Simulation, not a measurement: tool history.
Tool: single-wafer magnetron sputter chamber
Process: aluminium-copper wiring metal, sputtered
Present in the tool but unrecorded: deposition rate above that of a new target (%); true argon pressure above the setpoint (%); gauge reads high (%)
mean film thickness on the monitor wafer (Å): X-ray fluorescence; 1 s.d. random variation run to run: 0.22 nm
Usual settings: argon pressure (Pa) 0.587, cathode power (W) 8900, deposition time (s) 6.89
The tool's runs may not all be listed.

run	hour	argon pressure (Pa)	cathode power (W)	deposition time (s)	wafers since the last listed run	wafers on the sputter target	hours since the last manometer calibration	hours since the magnet pack was replaced	hours since the gauge calibration	read-back reference wafer on the same gauge, thickness_nm	mean film thickness on the monitor wafer (Å)
1	0.0	0.587	8900	6.89	0	3066	1092.1	8886.9	2068.6	106.345	997.22
2	71.1	0.587	8900	6.89	1608	4675	1163.2	8958.0	2139.7	106.311	1001.33
3	133.7	0.587	9950	6.89	1416	6091	1225.8	9020.6	2202.3	106.299	1092.65
4	210.6	0.587	9950	6.89	1740	7831	1302.7	9097.5	2279.2	106.291	1094.53
5	270.8	0.446	9650	6.89	1362	9194	1362.9	9157.7	2339.4	106.305	1138.72
6	367.3	0.446	9650	6.89	2183	11377	1459.4	9254.2	2435.9	106.261	1142.72
7	419.6	0.446	9650	6.89	1183	12561	1511.7	9306.5	2488.2	106.328	1141.94
8	484.8	0.460	8900	7.48	1475	14036	1576.9	9371.7	2553.4	106.260	1148.85
# hour 494.1: sputter target and shields replaced
9	560.4	0.460	8900	7.48	1529	1500	1652.5	9447.3	2629.0	106.206	1152.59
10	639.1	0.460	8900	7.48	1780	3280	1731.2	9526.0	2707.7	106.333	1153.87
11	714.9	0.662	8900	7.18	1715	4996	1807.0	9601.8	2783.5	106.308	1008.93
12	762.9	0.662	8900	7.18	1086	6082	1855.0	9649.8	2831.5	106.340	1008.85
# hour 828.4: gauge calibrated
13	859.0	0.587	8900	6.89	2174	8256	1951.1	9745.9	30.6	106.353	1003.28
14	948.2	0.587	8900	8.20	2018	10275	2040.3	9835.1	119.8	106.280	1185.65
# hour 1038.0: sputter target and shields replaced
15	1038.6	0.662	8900	7.18	1864	12	2130.7	9925.5	210.2	106.262	1008.50
16	1135.8	0.587	8900	6.89	2199	2212	2227.9	10022.7	307.4	106.262	997.34
17	1192.6	0.587	8900	6.89	1285	3497	2284.7	10079.5	364.2	106.298	995.31
18	1295.7	0.771	10000	6.52	2332	5830	2387.8	10182.6	467.3	106.352	956.46
19	1348.9	0.437	7050	6.89	1203	7034	2441.0	10235.8	520.5	106.305	899.22
20	1385.7	0.587	8900	7.78	832	7866	2477.8	10272.6	557.3	106.319	1127.52
# hour 1432.8: capacitance manometer re-zeroed and calibrated
21	1442.4	0.761	7400	6.49	1101	8968	9.6	10329.3	614.0	106.259	753.84
22	1494.0	0.587	8900	6.89	1167	10136	61.2	10380.9	665.6	106.422	1000.59
23	1537.7	0.587	7250	6.41	988	11125	104.9	10424.6	709.3	106.228	793.79
24	1635.9	0.518	10550	7.94	2222	13347	203.1	10522.8	807.5	106.284	1361.48
# hour 1657.0: sputter target and shields replaced
25	1741.1	0.587	7700	6.89	2199	1903	308.3	10628.0	912.7	106.262	893.78
26	1816.6	0.587	9550	6.46	1708	3612	383.8	10703.5	988.2	106.303	990.71
# hour 1830.0: magnet pack replaced
27	1895.6	0.587	7400	6.89	1606	5219	462.8	65.6	1067.2	106.357	869.23
28	1966.4	0.587	11100	6.29	1602	6821	533.6	136.4	1138.0	106.201	1088.50
29	2054.1	0.587	8900	6.89	1984	8805	621.3	224.1	1225.7	106.273	999.28
30	2152.2	0.806	8900	6.89	2219	11025	719.4	322.2	1323.8	106.271	902.14
31	2235.5	0.587	11000	7.60	1884	12910	802.7	405.5	1407.1	106.238	1309.26
32	2308.3	0.587	8900	6.89	1647	14557	875.5	478.3	1479.9	106.210	1000.65
# hour 2323.9: sputter target and shields replaced
33	2390.5	0.587	10350	6.89	1679	1507	957.7	560.5	1562.1	106.281	1127.50
34	2441.1	0.587	8900	6.89	1144	2652	1008.3	611.1	1612.7	106.206	999.89

For each entry between runs, how does the tool's hidden state at the last listed run before it compare with that at the first listed run after it?
From run 8 to run 9: sputter target and shields replaced (hour 494.1)
  both runs share identical hidden conditions
From run 12 to run 13: gauge calibrated (hour 828.4)
  both runs share identical hidden conditions
From run 14 to run 15: sputter target and shields replaced (hour 1038.0)
  both runs share identical hidden conditions
From run 20 to run 21: capacitance manometer re-zeroed and calibrated (hour 1432.8)
  both runs share identical hidden conditions
From run 24 to run 25: sputter target and shields replaced (hour 1657.0)
  both runs share identical hidden conditions
From run 26 to run 27: magnet pack replaced (hour 1830.0)
  both runs share identical hidden conditions
From run 32 to run 33: sputter target and shields replaced (hour 2323.9)
  both runs share identical hidden conditions

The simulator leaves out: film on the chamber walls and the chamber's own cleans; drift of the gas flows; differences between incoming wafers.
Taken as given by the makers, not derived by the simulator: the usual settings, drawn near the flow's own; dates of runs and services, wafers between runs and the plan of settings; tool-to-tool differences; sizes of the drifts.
